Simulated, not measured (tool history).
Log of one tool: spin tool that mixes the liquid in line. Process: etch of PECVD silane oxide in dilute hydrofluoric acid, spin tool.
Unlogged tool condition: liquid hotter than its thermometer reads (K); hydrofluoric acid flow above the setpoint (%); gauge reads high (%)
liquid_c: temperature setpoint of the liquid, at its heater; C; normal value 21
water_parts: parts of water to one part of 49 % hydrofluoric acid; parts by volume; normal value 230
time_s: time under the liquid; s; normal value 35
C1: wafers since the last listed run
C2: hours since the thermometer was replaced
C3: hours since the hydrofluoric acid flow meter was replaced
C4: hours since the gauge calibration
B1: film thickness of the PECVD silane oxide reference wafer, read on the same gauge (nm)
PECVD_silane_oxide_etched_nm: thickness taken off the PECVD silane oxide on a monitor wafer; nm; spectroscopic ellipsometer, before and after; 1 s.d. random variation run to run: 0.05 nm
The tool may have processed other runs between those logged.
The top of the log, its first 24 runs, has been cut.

run 25 hour=615.7 | liquid_c=21 water_parts=230 time_s=35 | C1=246 C2=141.1 C3=294.9 C4=201.4 | B1=69.99 | PECVD_silane_oxide_etched_nm=5.53
run 26 hour=647.1 | liquid_c=21 water_parts=230 time_s=40 | C1=446 C2=172.5 C3=326.3 C4=232.8 | B1=70.02 | PECVD_silane_oxide_etched_nm=6.25
run 27 hour=671.1 | liquid_c=21 water_parts=230 time_s=35 | C1=341 C2=196.5 C3=350.3 C4=256.8 | B1=69.99 | PECVD_silane_oxide_etched_nm=5.56
run 28 hour=690.7 | liquid_c=19 water_parts=120 time_s=30 | C1=278 C2=216.1 C3=369.9 C4=276.4 | B1=70.02 | PECVD_silane_oxide_etched_nm=9.39
run 29 hour=712.6 | liquid_c=23 water_parts=260 time_s=15 | C1=311 C2=238 C3=391.8 C4=298.3 | B1=69.99 | PECVD_silane_oxide_etched_nm=2.23
run 30 hour=735.2 | liquid_c=21 water_parts=230 time_s=35 | C1=321 C2=260.6 C3=414.4 C4=320.9 | B1=70.01 | PECVD_silane_oxide_etched_nm=5.57
run 31 hour=768.8 | liquid_c=21 water_parts=230 time_s=35 | C1=478 C2=294.2 C3=448 C4=354.5 | B1=70 | PECVD_silane_oxide_etched_nm=5.58
run 32 hour=800.6 | liquid_c=19.5 water_parts=230 time_s=35 | C1=452 C2=326 C3=479.8 C4=386.3 | B1=70.02 | PECVD_silane_oxide_etched_nm=5.3

4 options for the next run, each taken on its own from the tool as it stands now. Forecast them:
run A hour=801 | liquid_c=21 water_parts=230 time_s=35 | C1=5 C2=326.4 C3=480.2 C4=386.7 | B1=? | PECVD_silane_oxide_etched_nm=?
run B hour=801 | liquid_c=23.5 water_parts=230 time_s=35 | C1=5 C2=326.4 C3=480.2 C4=386.7 | B1=? | PECVD_silane_oxide_etched_nm=?
run C hour=801 | liquid_c=19.5 water_parts=190 time_s=35 | C1=5 C2=326.4 C3=480.2 C4=386.7 | B1=? | PECVD_silane_oxide_etched_nm=?
run D hour=801 | liquid_c=19.5 water_parts=230 time_s=45 | C1=5 C2=326.4 C3=480.2 C4=386.7 | B1=? | PECVD_silane_oxide_etched_nm=?

run=A B1=70.04 PECVD_silane_oxide_etched_nm=5.5
run=B B1=70.04 PECVD_silane_oxide_etched_nm=6.03
run=C B1=70.04 PECVD_silane_oxide_etched_nm=6.53
run=D B1=70.04 PECVD_silane_oxide_etched_nm=6.68
Take away the tool's hidden state, keep each run's random variation, and the runs would have read:
run=A PECVD_silane_oxide_etched_nm=5.5
run=B PECVD_silane_oxide_etched_nm=6.03
run=C PECVD_silane_oxide_etched_nm=6.53
run=D PECVD_silane_oxide_etched_nm=6.68
